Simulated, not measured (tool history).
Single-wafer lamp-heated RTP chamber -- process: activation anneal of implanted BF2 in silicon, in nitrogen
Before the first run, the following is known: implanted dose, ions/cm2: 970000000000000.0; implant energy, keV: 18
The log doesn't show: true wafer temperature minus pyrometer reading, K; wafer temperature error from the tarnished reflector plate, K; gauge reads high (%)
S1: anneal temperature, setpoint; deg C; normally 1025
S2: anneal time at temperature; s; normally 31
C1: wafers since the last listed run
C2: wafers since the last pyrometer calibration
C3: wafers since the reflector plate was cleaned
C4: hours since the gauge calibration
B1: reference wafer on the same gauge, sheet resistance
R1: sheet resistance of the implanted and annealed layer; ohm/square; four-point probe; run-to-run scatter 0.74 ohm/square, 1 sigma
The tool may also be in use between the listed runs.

Run 1, hour 0: usual settings; C1 0; C2 400; C3 1374; C4 113.1; B1 152.85. Result: R1 161.37 ohm/square.
Run 2, hour 41: usual settings; C1 413; C2 813; C3 1787; C4 154.1; B1 153.04. Result: R1 160.32 ohm/square.
Run 3, hour 66: usual settings; C1 251; C2 1065; C3 2039; C4 179.1; B1 152.8. Result: R1 161.1 ohm/square.
Run 4, hour 117.8: usual settings; C1 522; C2 1587; C3 2561; C4 230.9; B1 153.11. Result: R1 161.78 ohm/square.
Run 5, hour 151: usual settings; C1 334; C2 1922; C3 2896; C4 264.1; B1 153.07. Result: R1 160.64 ohm/square.
Run 6, hour 203.2: usual settings but S1 1008 deg C; C1 526; C2 2448; C3 3422; C4 316.3; B1 153.16. Result: R1 173.3 ohm/square.
Run 7, hour 237: usual settings but S1 1008 deg C; C1 340; C2 2788; C3 3763; C4 350.1; B1 153.06. Result: R1 173.05 ohm/square.
At hour 271.6: pyrometer window cleaned and pyrometer calibrated.
Run 8, hour 272.1: usual settings; C1 273; C2 5; C3 4036; C4 385.2; B1 153.03. Result: R1 160.48 ohm/square.
At hour 296.2: reflector plate cleaned.
Run 9, hour 398.6: usual settings; C1 1194; C2 1199; C3 1031; C4 511.7; B1 153.15. Result: R1 161.89 ohm/square.
Run 10, hour 431.8: usual settings but S1 1041 deg C; C1 334; C2 1534; C3 1366; C4 544.9; B1 153.15. Result: R1 151.87 ohm/square.
Run 11, hour 484.1: usual settings but S1 1008 deg C, S2 20 s; C1 527; C2 2061; C3 1893; C4 597.2; B1 152.9. Result: R1 187.49 ohm/square.
At hour 526: gauge calibrated.
Run 12, hour 546: usual settings but S1 1042 deg C, S2 47 s; C1 623; C2 2685; C3 2517; C4 20; B1 153.02. Result: R1 144.24 ohm/square.
At hour 567.5: pyrometer window cleaned and pyrometer calibrated.
Run 13, hour 597.5: usual settings; C1 438; C2 301; C3 2955; C4 71.5; B1 152.97. Result: R1 160.28 ohm/square.
Run 14, hour 652.5: usual settings but S1 1047 deg C, S2 47 s; C1 554; C2 856; C3 3510; C4 126.5; B1 152.97. Result: R1 138.58 ohm/square.
Run 15, hour 677: usual settings but S1 1040 deg C, S2 20 s; C1 246; C2 1103; C3 3757; C4 151; B1 152.95. Result: R1 160.06 ohm/square.
At hour 730.4: reflector plate cleaned.
Run 16, hour 730.9: usual settings; C1 462; C2 1565; C3 5; C4 204.9; B1 153.02. Result: R1 164.96 ohm/square.

Forecast each of these 4 alternatives for the next run:
Run A, hour 731.3: usual settings but S2 25 s; C1 4; C2 1569; C3 9; C4 205.3; B1 ?. Result: R1 ?.
Run B, hour 731.3: usual settings but S1 1017 deg C, S2 20 s; C1 4; C2 1569; C3 9; C4 205.3; B1 ?. Result: R1 ?.
Run C, hour 731.3: usual settings but S1 1045 deg C, S2 21 s; C1 4; C2 1569; C3 9; C4 205.3; B1 ?. Result: R1 ?.
Run D, hour 731.3: usual settings but S1 1049 deg C, S2 13 s; C1 4; C2 1569; C3 9; C4 205.3; B1 ?. Result: R1 ?.

run      B1      R1
  A  153.03  170.28
  B  153.03  183.99
  C  153.03   159.9
  D  153.03  165.36
Had the tool no hidden state, the same runs would have come out as:
run      R1
  A  171.16
  B  185.18
  C  160.64
  D  166.19
